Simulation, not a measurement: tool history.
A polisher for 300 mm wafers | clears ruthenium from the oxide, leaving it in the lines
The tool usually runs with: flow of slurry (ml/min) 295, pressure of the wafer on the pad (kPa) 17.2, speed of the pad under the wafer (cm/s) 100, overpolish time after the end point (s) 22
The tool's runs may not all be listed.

| run | hour | flow of slurry (ml/min) | pressure of the wafer on the pad (kPa) | speed of the pad under the wafer (cm/s) | overpolish time after the end point (s) | wafers since the last listed run | wafers polished on this pad | hours since the slurry nozzle was cleaned | hours since the head pressure was calibrated | incoming thickness of the incoming film, nm | time until the end point was called (s) |
|---|---|---|---|---|---|---|---|---|---|---|---|
| 1 | 0.0 | 295 | 20.0 | 100 | 22 | 0 | 882 | 295.9 | 142.0 | 141.0 | 81.8 |
| 2 | 59.7 | 295 | 20.0 | 100 | 22 | 435 | 1317 | 355.6 | 201.7 | 142.3 | 80.8 |
| 3 | 107.4 | 295 | 17.2 | 128 | 22 | 348 | 1666 | 403.3 | 249.4 | 142.8 | 80.3 |
| 4 | 156.1 | 270 | 17.2 | 100 | 15 | 355 | 2021 | 452.0 | 298.1 | 141.5 | 93.5 |
| 5 | 211.7 | 270 | 17.2 | 100 | 15 | 405 | 2427 | 507.6 | 353.7 | 140.6 | 90.3 |
| 6 | 270.0 | 295 | 17.2 | 100 | 22 | 425 | 2853 | 565.9 | 412.0 | 142.8 | 90.4 |
|  | 272.6 | head pressure recalibrated |
| 7 | 320.6 | 370 | 17.2 | 100 | 22 | 354 | 3208 | 616.5 | 48.0 | 139.9 | 95.5 |
|  | 329.2 | worn pad replaced by a new one |
| 8 | 372.9 | 215 | 17.2 | 100 | 22 | 352 | 318 | 668.8 | 100.3 | 140.4 | 94.0 |
|  | 426.2 | slurry nozzle cleaned |
| 9 | 490.7 | 295 | 20.7 | 100 | 22 | 852 | 1171 | 64.5 | 218.1 | 140.5 | 80.3 |
| 10 | 561.6 | 295 | 20.7 | 100 | 22 | 517 | 1689 | 135.4 | 289.0 | 140.1 | 78.1 |
| 11 | 610.2 | 295 | 20.7 | 100 | 22 | 354 | 2044 | 184.0 | 337.6 | 141.4 | 79.7 |
| 12 | 651.7 | 295 | 17.2 | 100 | 22 | 303 | 2347 | 225.5 | 379.1 | 141.2 | 92.5 |
|  | 678.5 | head pressure recalibrated |
| 13 | 715.8 | 295 | 17.2 | 100 | 22 | 453 | 2800 | 289.6 | 37.3 | 140.4 | 96.6 |
|  | 730.4 | worn pad replaced by a new one |
| 14 | 756.3 | 295 | 17.2 | 100 | 22 | 266 | 189 | 330.1 | 77.8 | 140.0 | 89.8 |
| 15 | 815.8 | 295 | 17.2 | 100 | 22 | 434 | 623 | 389.6 | 137.3 | 141.0 | 91.0 |
| 16 | 844.4 | 235 | 11.0 | 114 | 22 | 208 | 832 | 418.2 | 165.9 | 138.7 | 131.7 |
| 17 | 880.9 | 340 | 17.2 | 100 | 22 | 266 | 1099 | 454.7 | 202.4 | 139.0 | 90.8 |
| 18 | 917.5 | 215 | 20.7 | 100 | 18 | 267 | 1366 | 491.3 | 239.0 | 138.7 | 78.2 |
| 19 | 953.4 | 255 | 11.7 | 100 | 22 | 262 | 1628 | 527.2 | 274.9 | 138.6 | 134.0 |
| 20 | 1002.1 | 295 | 17.2 | 100 | 22 | 355 | 1984 | 575.9 | 323.6 | 140.0 | 89.3 |
| 21 | 1073.6 | 295 | 21.4 | 100 | 22 | 522 | 2506 | 647.4 | 395.1 | 139.9 | 70.3 |
|  | 1091.7 | slurry nozzle cleaned |
| 22 | 1105.4 | 295 | 17.2 | 74 | 22 | 224 | 2731 | 13.7 | 426.9 | 139.9 | 104.9 |
|  | 1113.5 | head pressure recalibrated |
| 23 | 1150.9 | 295 | 19.3 | 68 | 9 | 317 | 3048 | 59.2 | 37.4 | 140.0 | 112.6 |
| 24 | 1175.7 | 295 | 17.2 | 100 | 22 | 181 | 3229 | 84.0 | 62.2 | 140.8 | 102.5 |
| 25 | 1204.6 | 295 | 20.7 | 100 | 22 | 211 | 3440 | 112.9 | 91.1 | 140.3 | 86.6 |
|  | 1226.4 | worn pad replaced by a new one |
| 26 | 1269.5 | 330 | 15.2 | 84 | 33 | 444 | 314 | 177.8 | 156.0 | 139.7 | 116.5 |
| 27 | 1302.8 | 270 | 17.2 | 100 | 15 | 243 | 557 | 211.1 | 189.3 | 140.3 | 96.6 |
| 28 | 1354.8 | 295 | 17.2 | 100 | 22 | 379 | 937 | 263.1 | 241.3 | 139.1 | 90.9 |
| 29 | 1396.2 | 295 | 17.2 | 100 | 22 | 302 | 1239 | 304.5 | 282.7 | 141.8 | 98.1 |
| 30 | 1460.2 | 295 | 17.2 | 100 | 29 | 467 | 1707 | 368.5 | 346.7 | 142.0 | 92.2 |
| 31 | 1518.8 | 235 | 22.1 | 100 | 30 | 427 | 2135 | 427.1 | 405.3 | 141.9 | 74.0 |
| 32 | 1586.9 | 250 | 22.1 | 120 | 33 | 497 | 2632 | 495.2 | 473.4 | 141.1 | 62.6 |
|  | 1598.0 | worn pad replaced by a new one |
|  | 1604.4 | head pressure recalibrated |
| 33 | 1626.1 | 215 | 17.2 | 100 | 22 | 242 | 190 | 534.4 | 21.7 | 139.0 | 93.5 |
|  | 1676.6 | slurry nozzle cleaned |
| 34 | 1678.2 | 295 | 18.6 | 128 | 29 | 373 | 563 | 1.6 | 73.8 | 139.5 | 73.6 |
| 35 | 1703.2 | 295 | 17.2 | 100 | 22 | 182 | 746 | 26.6 | 98.8 | 138.1 | 94.9 |
| 36 | 1742.4 | 260 | 13.1 | 88 | 32 | 286 | 1032 | 65.8 | 138.0 | 140.9 | 137.8 |

Some steps in time until the end point was called (s) between neighbouring runs. How much of each would the tool show without its hidden state too (settings, what came in, random variation), and how much is left for the hidden state, with any gauge scatter that isn't in both results?
Hidden state present: removal rate lost through wear of the pad, %; slurry flow missing at the pad, %; deviation of the head's pressure from its setpoint, %.
Run 6 -> 7: flow of slurry (ml/min) 295 -> 370, head pressure recalibrated. time until the end point was called (s) +5.1: hidden state +11.1, all else -6.0.
Run 13 -> 14: worn pad replaced by a new one. time until the end point was called (s) -6.8: hidden state -8.2, all else +1.4.
Run 18 -> 19: flow of slurry (ml/min) 215 -> 255, pressure of the wafer on the pad (kPa) 20.7 -> 11.7, overpolish time after the end point (s) 18 -> 22. time until the end point was called (s) +55.8: hidden state +0.5, all else +55.3.
Run 19 -> 20: flow of slurry (ml/min) 255 -> 295, pressure of the wafer on the pad (kPa) 11.7 -> 17.2. time until the end point was called (s) -44.7: hidden state -1.6, all else -43.1.
Run 22 -> 23: pressure of the wafer on the pad (kPa) 17.2 -> 19.3, speed of the pad under the wafer (cm/s) 74 -> 68, overpolish time after the end point (s) 22 -> 9, head pressure recalibrated. time until the end point was called (s) +7.7: hidden state +15.8, all else -8.1.
Run 35 -> 36: flow of slurry (ml/min) 295 -> 260, pressure of the wafer on the pad (kPa) 17.2 -> 13.1, speed of the pad under the wafer (cm/s) 100 -> 88, overpolish time after the end point (s) 22 -> 32. time until the end point was called (s) +42.9: hidden state +2.8, all else +40.1.
